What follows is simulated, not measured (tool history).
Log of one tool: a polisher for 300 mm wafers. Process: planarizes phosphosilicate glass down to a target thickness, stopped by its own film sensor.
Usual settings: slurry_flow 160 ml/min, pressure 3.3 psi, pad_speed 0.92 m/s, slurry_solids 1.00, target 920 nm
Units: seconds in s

| run | hour | slurry_flow | pressure | pad_speed | slurry_solids | target | wafers since the last listed run | wafers polished on this pad | hours since the slurry nozzle was cleaned | hours since the head pressure was calibrated | hours since the slurry blender was calibrated | hours since the conditioning disc was replaced | incoming thickness of the incoming film, nm | seconds |
|---|---|---|---|---|---|---|---|---|---|---|---|---|---|---|
| 1 | 0.0 | 160 | 3.3 | 0.92 | 1.00 | 753 | 0 | 2426 | 216.8 | 374.7 | 282.3 | 757.3 | 1537.0 | 95.2 |
|  | 37.9 | conditioning disc replaced and pad reconditioned |
| 2 | 98.6 | 160 | 3.3 | 0.92 | 1.00 | 753 | 1299 | 3725 | 315.4 | 473.3 | 380.9 | 60.7 | 1558.2 | 102.7 |
| 3 | 163.1 | 160 | 3.3 | 0.92 | 1.00 | 920 | 867 | 4593 | 379.9 | 537.8 | 445.4 | 125.2 | 1566.1 | 82.2 |
| 4 | 269.9 | 160 | 3.3 | 0.92 | 1.00 | 920 | 1436 | 6030 | 486.7 | 644.6 | 552.2 | 232.0 | 1606.1 | 87.7 |
| 5 | 331.5 | 160 | 3.3 | 0.92 | 1.00 | 920 | 828 | 6858 | 548.3 | 706.2 | 613.8 | 293.6 | 1585.5 | 87.6 |
| 6 | 408.7 | 115 | 3.3 | 1.18 | 1.00 | 920 | 1038 | 7897 | 625.5 | 783.4 | 691.0 | 370.8 | 1574.3 | 78.6 |
|  | 451.0 | slurry nozzle cleaned |
| 7 | 480.6 | 125 | 2.3 | 0.92 | 0.75 | 1141 | 953 | 8851 | 29.6 | 855.3 | 762.9 | 442.7 | 1554.6 | 84.2 |
|  | 543.7 | head pressure recalibrated |
| 8 | 547.8 | 160 | 3.3 | 0.92 | 1.00 | 920 | 877 | 9728 | 96.8 | 4.1 | 830.1 | 509.9 | 1577.6 | 82.8 |
|  | 550.0 | slurry blender recalibrated |
| 9 | 624.5 | 160 | 4.3 | 1.08 | 0.85 | 920 | 1004 | 10733 | 173.5 | 80.8 | 74.5 | 586.6 | 1584.2 | 64.8 |
|  | 650.4 | worn pad replaced by a new one |
|  | 748.3 | conditioning disc replaced and pad reconditioned |
| 10 | 940.4 | 135 | 3.8 | 0.92 | 1.00 | 920 | 4168 | 3874 | 489.4 | 396.7 | 390.4 | 192.1 | 1574.7 | 78.8 |
| 11 | 1139.0 | 160 | 3.3 | 0.92 | 1.00 | 920 | 2671 | 6546 | 688.0 | 595.3 | 589.0 | 390.7 | 1549.8 | 85.1 |
| 12 | 1211.7 | 160 | 2.6 | 0.92 | 1.30 | 920 | 977 | 7524 | 760.7 | 668.0 | 661.7 | 463.4 | 1590.0 | 91.8 |
|  | 1234.6 | slurry nozzle cleaned |
| 13 | 1293.8 | 160 | 3.3 | 0.92 | 0.85 | 920 | 1090 | 8615 | 59.2 | 750.1 | 743.8 | 545.5 | 1586.2 | 94.5 |
|  | 1325.7 | slurry blender recalibrated |
|  | 1337.5 | worn pad replaced by a new one |
| 14 | 1392.8 | 160 | 3.3 | 0.92 | 0.80 | 920 | 1251 | 743 | 158.2 | 849.1 | 67.1 | 644.5 | 1569.9 | 87.0 |
|  | 1434.3 | conditioning disc replaced and pad reconditioned |
|  | 1531.3 | head pressure recalibrated |
| 15 | 1621.3 | 185 | 3.3 | 0.92 | 0.80 | 1028 | 3020 | 3763 | 386.7 | 90.0 | 295.6 | 187.0 | 1580.8 | 78.6 |
| 16 | 1728.0 | 160 | 3.3 | 0.92 | 1.00 | 1078 | 1435 | 5198 | 493.4 | 196.7 | 402.3 | 293.7 | 1575.2 | 63.6 |
| 17 | 1772.4 | 180 | 3.3 | 0.78 | 0.90 | 740 | 597 | 5796 | 537.8 | 241.1 | 446.7 | 338.1 | 1547.2 | 121.9 |
| 18 | 1861.1 | 115 | 3.3 | 0.92 | 1.00 | 741 | 1193 | 6989 | 626.5 | 329.8 | 535.4 | 426.8 | 1577.0 | 118.4 |
| 19 | 1926.1 | 160 | 2.6 | 0.92 | 1.00 | 920 | 874 | 7863 | 691.5 | 394.8 | 600.4 | 491.8 | 1578.3 | 105.3 |
|  | 1966.0 | worn pad replaced by a new one |
|  | 1996.9 | slurry blender recalibrated |
|  | 2009.2 | slurry nozzle cleaned |
| 20 | 2042.2 | 145 | 3.3 | 0.92 | 1.00 | 920 | 1467 | 984 | 33.0 | 510.9 | 45.3 | 607.9 | 1585.6 | 79.6 |
| 21 | 2094.6 | 110 | 2.3 | 1.10 | 1.10 | 920 | 704 | 1689 | 85.4 | 563.3 | 97.7 | 660.3 | 1577.8 | 87.3 |
| 22 | 2141.5 | 105 | 3.3 | 0.68 | 1.00 | 920 | 630 | 2320 | 132.3 | 610.2 | 144.6 | 707.2 | 1572.9 | 99.0 |
| 23 | 2182.2 | 160 | 3.3 | 0.92 | 1.20 | 920 | 547 | 2867 | 173.0 | 650.9 | 185.3 | 747.9 | 1549.0 | 68.7 |
| 24 | 2229.0 | 160 | 3.3 | 0.92 | 0.70 | 1085 | 629 | 3497 | 219.8 | 697.7 | 232.1 | 794.7 | 1595.5 | 77.8 |

5 ways to go on from here, each from the tool as it stands after run 24. What would each give?
| A | 2229.4 | 160 | 3.3 | 0.92 | 1.00 | 920 | 5 | 3502 | 220.2 | 698.1 | 232.5 | 795.1 | 1584.9 | ? |
| B | 2229.4 | 160 | 4.5 | 0.92 | 1.00 | 1063 | 5 | 3502 | 220.2 | 698.1 | 232.5 | 795.1 | 1584.9 | ? |
| C | 2229.4 | 160 | 3.3 | 0.64 | 0.80 | 721 | 5 | 3502 | 220.2 | 698.1 | 232.5 | 795.1 | 1584.9 | ? |
| D | 2229.4 | 160 | 2.5 | 0.76 | 1.25 | 1134 | 5 | 3502 | 220.2 | 698.1 | 232.5 | 795.1 | 1584.9 | ? |
| E | 2229.4 | 205 | 3.3 | 1.18 | 0.90 | 830 | 5 | 3502 | 220.2 | 698.1 | 232.5 | 795.1 | 1584.9 | ? |

| run | seconds |
|---|---|
| A | 79.3 |
| B | 49.5 |
| C | 147.8 |
| D | 64.6 |
| E | 79.5 |
Without the tool's hidden state the same runs would have given:
| run | seconds |
|---|---|
| A | 73.3 |
| B | 45.8 |
| C | 135.4 |
| D | 60.2 |
| E | 73.4 |

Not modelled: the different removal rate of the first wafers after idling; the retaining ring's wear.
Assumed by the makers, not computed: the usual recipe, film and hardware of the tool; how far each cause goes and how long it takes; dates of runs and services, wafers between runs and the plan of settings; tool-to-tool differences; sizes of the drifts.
